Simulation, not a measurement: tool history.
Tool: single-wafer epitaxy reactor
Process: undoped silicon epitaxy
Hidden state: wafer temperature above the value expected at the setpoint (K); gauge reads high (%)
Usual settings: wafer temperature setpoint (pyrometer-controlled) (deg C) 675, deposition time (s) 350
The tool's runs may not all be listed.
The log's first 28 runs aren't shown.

run      day  wafer temperature setpoint (pyrometer-controlled) (deg C)  deposition time (s)  wafers since the last listed run  hours since the last pyrometer calibration  hours since the gauge calibration  read-back reference wafer on the same gauge, thickness_nm  mean film thickness on the monitor wafer (Å)
 29   96.233                                                        669                  329                               437                                      1156.3                             1553.3                                                     98.756                                        832.81
 30   98.354                                                        679                  407                               325                                      1207.2                             1604.2                                                     98.759                                       1251.87
      99.325  -- gauge calibrated
 31   99.917                                                        685                  335                               240                                      1244.7                               14.2                                                     98.701                                       1156.09
 32  101.817                                                        675                  315                               291                                      1290.3                               59.8                                                     98.787                                        897.12
 33  105.692                                                        675                  350                               595                                      1383.3                              152.8                                                     98.752                                       1002.47
 34  109.308                                                        684                  416                               555                                      1470.1                              239.6                                                     98.824                                       1414.72
 35  112.667                                                        689                  375                               516                                      1550.7                              320.2                                                     98.782                                       1394.97
 36  115.146                                                        675                  350                               380                                      1610.2                              379.7                                                     98.862                                       1010.22
 37  116.996                                                        675                  387                               284                                      1654.6                              424.1                                                     98.745                                       1110.20
 38  119.562                                                        675                  350                               394                                      1716.2                              485.7                                                     98.870                                       1009.11
 39  122.450                                                        662                  377                               443                                      1785.5                              555.0                                                     98.847                                        836.98
 40  124.921                                                        667                  350                               379                                      1844.8                              614.3                                                     98.795                                        866.41
 41  129.329                                                        665                  384                               677                                      1950.6                              720.1                                                     98.797                                        902.76
 42  131.200                                                        675                  385                               287                                      1995.5                              765.0                                                     98.947                                       1112.97

5 ways to go on from here, each from the tool as it stands after run 42. What would each give?
  A  131.221                                                        675                  350                                 3                                      1996.0                              765.5                                                          ?                                             ?
  B  131.221                                                        671                  306                                 3                                      1996.0                              765.5                                                          ?                                             ?
  C  131.221                                                        688                  350                                 3                                      1996.0                              765.5                                                          ?                                             ?
  D  131.221                                                        669                  394                                 3                                      1996.0                              765.5                                                          ?                                             ?
  E  131.221                                                        668                  289                                 3                                      1996.0                              765.5                                                          ?                                             ?

run  read-back reference wafer on the same gauge, thickness_nm  mean film thickness on the monitor wafer (Å)
  A                                                     98.858                                       1004.29
  B                                                     98.858                                        812.38
  C                                                     98.858                                       1287.46
  D                                                     98.858                                       1005.91
  E                                                     98.858                                        723.51
Without the tool's hidden state the same runs would have given:
run  mean film thickness on the monitor wafer (Å)
  A                                        979.67
  B                                        792.31
  C                                       1256.68
  D                                        980.96
  E                                        705.53
